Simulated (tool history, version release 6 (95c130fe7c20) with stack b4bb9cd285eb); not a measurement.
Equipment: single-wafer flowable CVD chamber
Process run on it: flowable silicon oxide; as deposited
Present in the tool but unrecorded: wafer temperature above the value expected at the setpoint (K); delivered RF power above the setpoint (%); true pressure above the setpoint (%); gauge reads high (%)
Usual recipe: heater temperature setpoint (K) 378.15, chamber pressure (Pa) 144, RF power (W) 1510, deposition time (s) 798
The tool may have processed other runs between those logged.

run	day	heater temperature setpoint (K)	chamber pressure (Pa)	RF power (W)	deposition time (s)	wafers since the last listed run	hours since the last thermocouple change	hours since the last RF generator calibration	hours since the last manometer calibration	hours since the showerhead was replaced	hours since the gauge calibration	read-back reference wafer on the same gauge, thickness_nm	mean film thickness on the monitor wafer (Å)
1	0	378.15	144	1510	760	0	1553.4	710.9	1999	3814.9	124.5	419.903	4621.69
2	2.392	378.15	144	1510	760	203	1610.8	768.3	2056.4	3872.3	181.9	419.864	4592.1
3	4.017	378.15	144	1745	798	138	1649.8	807.3	2095.4	3911.3	220.9	419.367	5080.97
4	5.233	378.15	144	1745	798	103	1679	836.5	2124.6	3940.5	250.1	419.92	5112.8
5	10.683	378.15	144	1510	798	464	1809.8	967.3	2255.4	4071.3	380.9	419.817	4806.95
6	17.996	378.15	144	1355	798	623	1985.3	1142.8	2430.9	4246.8	556.4	420.264	4540.39
7	19.579	385.15	144	1510	798	134	2023.3	1180.8	2468.9	4284.8	594.4	420.313	3674.79
# day 21.329: capacitance manometer re-zeroed and calibrated
8	21.35	385.15	144	1510	798	122	2065.8	1223.3	0.5	4327.3	636.9	420.642	3665.77
# day 22.379: showerhead replaced
9	22.529	385.15	144	1510	798	72	2094.1	1251.6	28.8	3.6	665.2	419.38	3672.83
10	24.138	378.15	144	1510	764	137	2132.7	1290.2	67.4	42.2	703.8	420.413	4538.12
# day 24.15: gauge calibrated
# day 24.783: RF generator calibrated
11	26.45	378.15	144	1510	764	168	2188.2	40	122.9	97.7	55.2	420.314	4634.61
12	28.079	378.15	144	1510	764	138	2227.3	79.1	162	136.8	94.3	420.045	4616.43
13	29.838	378.15	152	1510	798	149	2269.5	121.3	204.2	179	136.5	419.475	5077.46
14	32.692	378.15	144	1510	673	243	2338	189.8	272.7	247.5	205	419.854	4034.82
15	35.608	378.15	144	1510	798	248	2408	259.8	342.7	317.5	275	419.823	4742.28
16	37.346	378.15	165	1510	798	148	2449.7	301.5	384.4	359.2	316.7	419.706	5470.22
# day 38.779: thermocouple changed; heater temperature recalibrated
17	39.458	385.15	179	1235	732	151	16.3	352.2	435.1	409.9	367.4	419.527	3918.11
18	42.267	366.15	144	1790	926	239	83.7	419.6	502.5	477.3	434.8	419.569	9559.78
19	44.258	387.15	168	1510	719	169	131.5	467.4	550.3	525.1	482.6	420.49	3704.91
20	46.392	386.15	144	1510	798	181	182.7	518.6	601.5	576.3	533.8	419.804	3659.59
21	49.204	378.15	144	1510	798	239	250.2	586.1	669	643.8	601.3	419.781	4887.79
22	51.217	378.15	144	1510	798	171	298.5	634.4	717.3	692.1	649.6	419.849	4887.6
23	53.683	393.15	144	1510	907	210	357.7	693.6	776.5	751.3	708.8	419.32	3271.82
# day 54.154: gauge calibrated
24	55.754	374.15	173	1655	798	176	407.4	743.3	826.2	801	38.4	419.968	7132.02
25	57.508	378.15	113	1605	798	149	449.5	785.4	868.3	843.1	80.5	419.801	3876.75
26	60.146	378.15	144	1510	948	224	512.8	848.7	931.6	906.4	143.8	420.617	5739.3

What differs in the tool's unlogged condition from the final listed run ahead of each entry between runs to the first listed run following it?
Logged between run 7 and run 8: capacitance manometer re-zeroed and calibrated (day 21.329)
  wafer temperature above the value expected at the setpoint (K): 0.797 -> 0.839; delivered RF power above the setpoint (%): -6.4 -> -6.45
  measured result minus the result with no hidden state, mean film thickness on the monitor wafer (Å): -215.38 -> -221.52
Logged between run 8 and run 9: showerhead replaced (day 22.379)
  wafer temperature above the value expected at the setpoint (K): 0.839 -> 0.867; delivered RF power above the setpoint (%): -6.45 -> -6.48
  measured result minus the result with no hidden state, mean film thickness on the monitor wafer (Å): -221.52 -> -226.42
Logged between run 10 and run 11: gauge calibrated (day 24.15); RF generator calibrated (day 24.783)
  wafer temperature above the value expected at the setpoint (K): 0.907 -> 0.965; delivered RF power above the setpoint (%): -6.52 -> -1.01
  measured result minus the result with no hidden state, mean film thickness on the monitor wafer (Å): -298.12 -> -193.59
Logged between run 16 and run 17: thermocouple changed; heater temperature recalibrated (day 38.779)
  wafer temperature above the value expected at the setpoint (K): 1.26 -> 0.137; delivered RF power above the setpoint (%): -3.66 -> -4.02
  measured result minus the result with no hidden state, mean film thickness on the monitor wafer (Å): -359.81 -> -110.29
Logged between run 23 and run 24: gauge calibrated (day 54.154)
  wafer temperature above the value expected at the setpoint (K): 0.168 -> 0.177; delivered RF power above the setpoint (%): -5.69 -> -5.85
  measured result minus the result with no hidden state, mean film thickness on the monitor wafer (Å): -101.61 -> -195.58
